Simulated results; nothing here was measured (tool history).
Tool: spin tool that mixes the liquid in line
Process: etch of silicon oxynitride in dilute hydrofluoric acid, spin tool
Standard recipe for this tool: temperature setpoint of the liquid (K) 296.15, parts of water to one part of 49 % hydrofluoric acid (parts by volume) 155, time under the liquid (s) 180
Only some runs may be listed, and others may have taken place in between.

run	hour	temperature setpoint of the liquid (K)	parts of water to one part of 49 % hydrofluoric acid (parts by volume)	time under the liquid (s)	wafers since the last listed run	hours since the thermometer was replaced	hours since the hydrofluoric acid flow meter was replaced	hours since the gauge calibration	read-back film thickness of the silicon oxynitride reference wafer, read on the same gauge (nm)	thickness taken off the silicon oxynitride on a monitor wafer (angstrom)
1	0.0	296.15	155	180	0	1518.8	1202.3	433.3	48.81	51.2
2	23.9	296.15	155	180	240	1542.7	1226.2	457.2	48.78	51.9
3	50.2	296.15	155	180	264	1569.0	1252.5	483.5	48.71	51.0
4	76.8	296.15	155	180	267	1595.6	1279.1	510.1	48.69	50.9
5	105.9	296.15	155	180	293	1624.7	1308.2	539.2	48.70	51.4
6	124.0	298.65	155	220	182	1642.8	1326.3	557.3	48.65	71.0
7	152.9	296.15	190	180	291	1671.7	1355.2	586.2	48.67	40.2
8	200.1	296.15	190	180	475	1718.9	1402.4	633.4	48.59	40.3
9	225.9	296.15	155	180	259	1744.7	1428.2	659.2	48.60	51.4
# hour 240.8: hydrofluoric acid flow meter replaced
10	241.3	296.15	155	180	145	1760.1	0.5	674.6	48.57	51.4
11	273.6	296.15	155	180	325	1792.4	32.8	706.9	48.57	50.7
12	293.1	296.15	230	110	196	1811.9	52.3	726.4	48.63	20.0
13	308.1	296.15	215	180	151	1826.9	67.3	741.4	48.59	35.4
14	332.3	293.65	195	85	243	1851.1	91.5	765.6	48.55	16.6
# hour 404.8: gauge calibrated
15	433.6	294.65	155	180	1020	1952.4	192.8	28.8	50.20	49.2
16	464.2	296.15	155	180	308	1983.0	223.4	59.4	50.05	52.8
17	490.9	296.15	155	180	268	2009.7	250.1	86.1	49.94	52.3
18	504.8	300.65	155	245	139	2023.6	264.0	100.0	49.85	88.1
19	524.0	298.15	155	180	193	2042.8	283.2	119.2	49.77	57.4
20	539.3	296.15	200	180	154	2058.1	298.5	134.5	49.69	39.4
21	552.1	296.15	155	270	128	2070.9	311.3	147.3	49.69	78.5
# hour 578.8: thermometer replaced
22	587.6	291.65	195	180	347	8.8	346.8	182.8	49.54	32.1
23	606.9	299.65	185	135	194	28.1	366.1	202.1	49.53	37.7
24	638.7	296.15	155	180	320	59.9	397.9	233.9	49.42	52.1
25	651.5	296.15	155	180	128	72.7	410.7	246.7	49.31	52.0
26	684.1	300.15	155	225	328	105.3	443.3	279.3	49.27	77.8
27	703.3	292.65	115	210	193	124.5	462.5	298.5	49.18	70.8
28	717.7	298.65	155	225	145	138.9	476.9	312.9	49.22	73.0
29	745.6	296.15	155	150	280	166.8	504.8	340.8	49.16	43.5
30	763.1	296.15	205	130	176	184.3	522.3	358.3	49.12	27.1
31	787.3	299.65	200	230	243	208.5	546.5	382.5	49.08	57.6
32	800.4	296.15	155	180	131	221.6	559.6	395.6	49.06	51.2
33	818.1	298.65	105	180	178	239.3	577.3	413.3	49.04	89.1

Entry by entry between the runs, the difference in hidden state between the last listed run before and the first listed run after:
Between runs 9 and 10: hydrofluoric acid flow meter replaced (hour 240.8)
  gauge reads high (%): -2.8 -> -2.81
  measured value less the no-hidden-state value, thickness taken off the silicon oxynitride on a monitor wafer (angstrom): -1.4 -> -1.5
Between runs 14 and 15: gauge calibrated (hour 404.8)
  gauge reads high (%): -2.89 -> 0.423
  measured value less the no-hidden-state value, thickness taken off the silicon oxynitride on a monitor wafer (angstrom): -0.5 -> +0.2
Between runs 21 and 22: thermometer replaced (hour 578.8)
  gauge reads high (%): -0.666 -> -0.91
  measured value less the no-hidden-state value, thickness taken off the silicon oxynitride on a monitor wafer (angstrom): -0.6 -> -0.3
